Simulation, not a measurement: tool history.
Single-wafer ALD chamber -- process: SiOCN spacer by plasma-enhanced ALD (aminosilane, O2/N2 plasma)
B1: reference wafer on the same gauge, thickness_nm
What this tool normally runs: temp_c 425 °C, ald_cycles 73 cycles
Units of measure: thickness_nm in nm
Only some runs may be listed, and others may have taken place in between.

Run 1, hour 0.0: usual settings; B1 4.234. Result: thickness_nm 4.836 nm.
Run 2, hour 7.3: usual settings; B1 4.228. Result: thickness_nm 4.847 nm.
Run 3, hour 24.5: usual settings; B1 4.228. Result: thickness_nm 4.835 nm.
Run 4, hour 62.5: usual settings; B1 4.230. Result: thickness_nm 4.851 nm.
Run 5, hour 75.9: usual settings; B1 4.227. Result: thickness_nm 4.813 nm.
Run 6, hour 82.6: usual settings; B1 4.227. Result: thickness_nm 4.841 nm.
At hour 95.2: thermocouple changed; heater temperature recalibrated.
Run 7, hour 98.0: usual settings; B1 4.231. Result: thickness_nm 4.816 nm.
Run 8, hour 109.5: usual settings; B1 4.233. Result: thickness_nm 4.813 nm.
Run 9, hour 125.1: usual settings; B1 4.234. Result: thickness_nm 4.827 nm.
Run 10, hour 139.8: usual settings; B1 4.228. Result: thickness_nm 4.821 nm.
At hour 154.5: gauge calibrated.
Run 11, hour 155.8: usual settings; B1 4.225. Result: thickness_nm 4.853 nm.
Run 12, hour 166.4: usual settings but temp_c 435 °C, ald_cycles 65 cycles; B1 4.238. Result: thickness_nm 4.139 nm.
Run 13, hour 173.2: usual settings but temp_c 437 °C, ald_cycles 65 cycles; B1 4.231. Result: thickness_nm 4.099 nm.
Run 14, hour 182.4: usual settings but temp_c 421 °C, ald_cycles 85 cycles; B1 4.233. Result: thickness_nm 5.685 nm.
Run 15, hour 191.9: usual settings; B1 4.232. Result: thickness_nm 4.821 nm.
Run 16, hour 204.7: usual settings; B1 4.235. Result: thickness_nm 4.849 nm.
Run 17, hour 215.9: usual settings but temp_c 415 °C, ald_cycles 79 cycles; B1 4.226. Result: thickness_nm 5.415 nm.
Run 18, hour 222.6: usual settings but temp_c 413 °C; B1 4.223. Result: thickness_nm 5.052 nm.
Run 19, hour 240.5: usual settings but temp_c 418 °C, ald_cycles 84 cycles; B1 4.230. Result: thickness_nm 5.716 nm.
Run 20, hour 258.2: usual settings but ald_cycles 79 cycles; B1 4.224. Result: thickness_nm 5.225 nm.

What the log doesn't show, run by run:
wafer temperature above the value expected at the setpoint (K): 0 at every run
gauge reads high (%): 0 at every run
